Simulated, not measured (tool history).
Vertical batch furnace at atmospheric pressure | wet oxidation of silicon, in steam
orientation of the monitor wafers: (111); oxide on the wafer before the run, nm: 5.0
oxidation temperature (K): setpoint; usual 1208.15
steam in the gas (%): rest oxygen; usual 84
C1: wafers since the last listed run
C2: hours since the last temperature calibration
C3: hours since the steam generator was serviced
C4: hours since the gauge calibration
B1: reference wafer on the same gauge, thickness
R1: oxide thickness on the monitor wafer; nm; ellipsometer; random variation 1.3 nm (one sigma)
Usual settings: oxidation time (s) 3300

Run 1, hour 0.0: usual settings; C1 0; C2 4818.0; C3 2397.3; C4 89.6; B1 276.78. Result: R1 261.20 nm.
Run 2, hour 6.2: usual settings but steam in the gas (%) 91; C1 131; C2 4824.2; C3 2403.5; C4 95.8; B1 276.98. Result: R1 277.83 nm.
Run 3, hour 23.7: usual settings but oxidation temperature (K) 1189.15; C1 370; C2 4841.7; C3 2421.0; C4 113.3; B1 276.77. Result: R1 222.07 nm.
Run 4, hour 35.7: usual settings but oxidation temperature (K) 1189.15; C1 254; C2 4853.7; C3 2433.0; C4 125.3; B1 276.78. Result: R1 221.66 nm.
Run 5, hour 51.8: usual settings but oxidation temperature (K) 1189.15; C1 340; C2 4869.8; C3 2449.1; C4 141.4; B1 277.06. Result: R1 221.68 nm.
Run 6, hour 57.9: usual settings but oxidation time (s) 2070; C1 129; C2 4875.9; C3 2455.2; C4 147.5; B1 276.92. Result: R1 185.22 nm.
At hour 63.6: gauge calibrated.
At hour 83.0: steam generator serviced.
Run 7, hour 83.5: usual settings but oxidation time (s) 2070; C1 33; C2 4901.5; C3 0.5; C4 19.9; B1 277.11. Result: R1 181.80 nm.
At hour 109.2: thermocouples replaced and temperature profile calibrated.
Run 8, hour 109.7: usual settings but oxidation time (s) 2070; C1 46; C2 0.5; C3 26.7; C4 46.1; B1 276.65. Result: R1 184.30 nm.
Run 9, hour 113.6: usual settings but oxidation temperature (K) 1227.15, oxidation time (s) 4350; C1 82; C2 4.4; C3 30.6; C4 50.0; B1 277.17. Result: R1 367.78 nm.
Run 10, hour 117.5: usual settings but oxidation temperature (K) 1227.15, oxidation time (s) 4350; C1 82; C2 8.3; C3 34.5; C4 53.9; B1 276.95. Result: R1 371.23 nm.
Run 11, hour 121.7: usual settings but oxidation temperature (K) 1227.15, oxidation time (s) 4350; C1 88; C2 12.5; C3 38.7; C4 58.1; B1 277.04. Result: R1 367.19 nm.
Run 12, hour 138.0: usual settings; C1 345; C2 28.8; C3 55.0; C4 74.4; B1 276.77. Result: R1 262.56 nm.
Run 13, hour 147.3: usual settings but oxidation temperature (K) 1227.15, oxidation time (s) 4350; C1 196; C2 38.1; C3 64.3; C4 83.7; B1 276.88. Result: R1 369.81 nm.
Run 14, hour 154.3: usual settings but oxidation temperature (K) 1194.15, oxidation time (s) 4200; C1 148; C2 45.1; C3 71.3; C4 90.7; B1 277.36. Result: R1 277.11 nm.
Run 15, hour 168.1: usual settings but oxidation temperature (K) 1198.15, oxidation time (s) 4920, steam in the gas (%) 78; C1 292; C2 58.9; C3 85.1; C4 104.5; B1 277.33. Result: R1 306.64 nm.
Run 16, hour 179.1: usual settings but oxidation temperature (K) 1196.15, steam in the gas (%) 75; C1 232; C2 69.9; C3 96.1; C4 115.5; B1 277.09. Result: R1 217.25 nm.
At hour 209.8: gauge calibrated.
Run 17, hour 209.9: usual settings but oxidation temperature (K) 1221.15, steam in the gas (%) 94; C1 652; C2 100.7; C3 126.9; C4 0.1; B1 276.84. Result: R1 315.18 nm.
Run 18, hour 225.2: usual settings; C1 324; C2 116.0; C3 142.2; C4 15.4; B1 277.04. Result: R1 259.51 nm.
Run 19, hour 237.0: usual settings but oxidation temperature (K) 1196.15; C1 249; C2 127.8; C3 154.0; C4 27.2; B1 277.30. Result: R1 236.84 nm.
Run 20, hour 249.3: usual settings but steam in the gas (%) 74; C1 260; C2 140.1; C3 166.3; C4 39.5; B1 277.01. Result: R1 236.62 nm.
Run 21, hour 260.6: usual settings; C1 239; C2 151.4; C3 177.6; C4 50.8; B1 276.75. Result: R1 261.54 nm.
Run 22, hour 270.3: usual settings but oxidation temperature (K) 1198.15, oxidation time (s) 3780, steam in the gas (%) 94; C1 205; C2 161.1; C3 187.3; C4 60.5; B1 277.00. Result: R1 289.12 nm.

What the log doesn't show, run by run:
true tube temperature minus thermocouple reading, K: 0 in every run
steam share off its setpoint, % of the setpoint: 0 in every run
gauge reads high (%): 0 in every run
